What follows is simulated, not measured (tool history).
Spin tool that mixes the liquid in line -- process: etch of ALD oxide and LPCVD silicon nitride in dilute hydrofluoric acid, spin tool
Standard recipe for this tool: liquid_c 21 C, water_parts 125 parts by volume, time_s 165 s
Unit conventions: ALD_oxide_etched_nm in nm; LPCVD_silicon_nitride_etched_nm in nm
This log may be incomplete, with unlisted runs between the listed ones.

run,hour,liquid_c,water_parts,time_s,"read-back film thickness of the ALD oxide reference wafer, read on the same gauge (nm)","read-back film thickness of the LPCVD silicon nitride reference wafer, read on the same gauge (nm)",ALD_oxide_etched_nm,LPCVD_silicon_nitride_etched_nm
1,0,21,125,165,30.01,40.001,11.94,0.552
2,52.4,21,125,165,30,39.991,11.69,0.53
3,123,21,125,115,30.01,40.009,8.14,0.389
4,193.9,21,125,115,30,40.008,8.11,0.37
5,299.7,21,125,165,30,40.007,11.65,0.527
6,377.9,21,125,165,30,39.993,11.89,0.518
7,468.2,21,125,165,30,39.973,11.87,0.478
8,555.2,18.5,125,95,30,39.988,6.12,0.242
9,639.1,18.5,125,95,30.01,39.992,6.2,0.265
10,691.3,21,95,165,30,40.026,15.89,0.679
11,783.3,21,75,165,30,39.991,20.62,0.774
# hour 791.5: thermometer replaced
12,827.4,18,125,220,30,40.014,13.69,0.552
# hour 893.9: hydrofluoric acid flow meter replaced
13,918,21,125,165,29.99,40.013,11.93,0.545
14,960.1,18.5,75,250,29.99,39.999,28.01,1.007
15,1059.7,19,125,165,30.01,39.987,11.13,0.464
16,1147.7,23,125,165,29.98,39.999,12.81,0.593
17,1205.1,21,125,115,30.01,40.013,8.15,0.38
18,1296.6,21,105,165,30.01,40.011,14.3,0.589
# hour 1326.2: gauge calibrated
19,1358,21,125,165,30,40.015,11.97,0.527
20,1415.7,24.5,70,240,30,40.023,37.76,1.706
21,1514.1,19.5,95,90,29.99,40.01,8.29,0.322
22,1572.1,21,125,165,30.03,40.011,11.8,0.517
23,1669.1,19.5,125,205,30,40.005,13.74,0.569
24,1708.4,18.5,125,165,29.99,40.021,10.82,0.436
25,1793.9,21,65,240,29.99,39.989,34.77,1.426

Alternative continuations, all from the tool just after run 25; predict every row:
A,1794.4,21,90,165,?,?,?,?
B,1794.4,25,125,250,?,?,?,?
C,1794.4,21,70,165,?,?,?,?
D,1794.4,21,125,95,?,?,?,?
E,1794.4,22.5,165,250,?,?,?,?

run,"read-back film thickness of the ALD oxide reference wafer, read on the same gauge (nm)","read-back film thickness of the LPCVD silicon nitride reference wafer, read on the same gauge (nm)",ALD_oxide_etched_nm,LPCVD_silicon_nitride_etched_nm
A,30.02,39.981,17.21,0.713
B,30.02,39.981,21.12,1.02
C,30.02,39.981,22.66,0.912
D,30.02,39.981,6.86,0.298
E,30.02,39.981,13.88,0.659
With no hidden state in the tool, these same runs would have given:
run,ALD_oxide_etched_nm,LPCVD_silicon_nitride_etched_nm
A,17.21,0.713
B,21.12,1.02
C,22.66,0.912
D,6.86,0.298
E,13.88,0.659
